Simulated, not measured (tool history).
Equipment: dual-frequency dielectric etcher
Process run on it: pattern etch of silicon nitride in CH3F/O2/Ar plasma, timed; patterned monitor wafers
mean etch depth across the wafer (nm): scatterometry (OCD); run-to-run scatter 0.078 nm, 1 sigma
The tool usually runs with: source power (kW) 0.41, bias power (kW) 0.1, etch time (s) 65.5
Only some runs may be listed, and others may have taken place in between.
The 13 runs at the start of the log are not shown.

run,hour,source power (kW),bias power (kW),etch time (s),"read-back reference wafer on the same gauge, depth_nm",mean etch depth across the wafer (nm)
14,189.8,0.32,0.087,57,55.8,41.1
# hour 217.7: wet clean of the chamber
15,218.2,0.41,0.1,84.5,55.8,66.7
16,218.5,0.41,0.118,74,55.8,61.6
17,223.5,0.41,0.1,65.5,55.8,51.8
18,237.1,0.41,0.1,65.5,55.8,51.8
19,254.8,0.41,0.1,76,55.8,60.2
20,263.4,0.41,0.1,65.5,55.8,51.8
21,270,0.49,0.1,73.5,55.8,61
22,286,0.41,0.1,65.5,55.8,51.8
23,295.5,0.32,0.111,52.5,55.8,40.4
24,311.5,0.36,0.119,47,55.8,38
25,318.2,0.48,0.114,51,55.8,43.8
26,330.1,0.41,0.111,58,55.8,47.4
27,341.5,0.38,0.11,47.5,55.8,38
28,352.9,0.36,0.1,65.5,55.8,50.1
29,365.6,0.48,0.083,65.5,55.8,51.3
30,376.1,0.47,0.123,84,55.8,73.8
31,385.2,0.41,0.1,65.5,55.8,52.1

What if the next run were any one of these 3? Each begins from the tool's condition after run 31:
A,385.6,0.41,0.1,65.5,?,?
B,385.6,0.32,0.091,57.5,?,?
C,385.6,0.38,0.117,76.5,?,?

run,"read-back reference wafer on the same gauge, depth_nm",mean etch depth across the wafer (nm)
A,55.8,52.1
B,55.8,41.8
C,55.8,62.6
What these runs would have given with no unlogged condition in the tool:
run,mean etch depth across the wafer (nm)
A,51.9
B,41.6
C,62.4
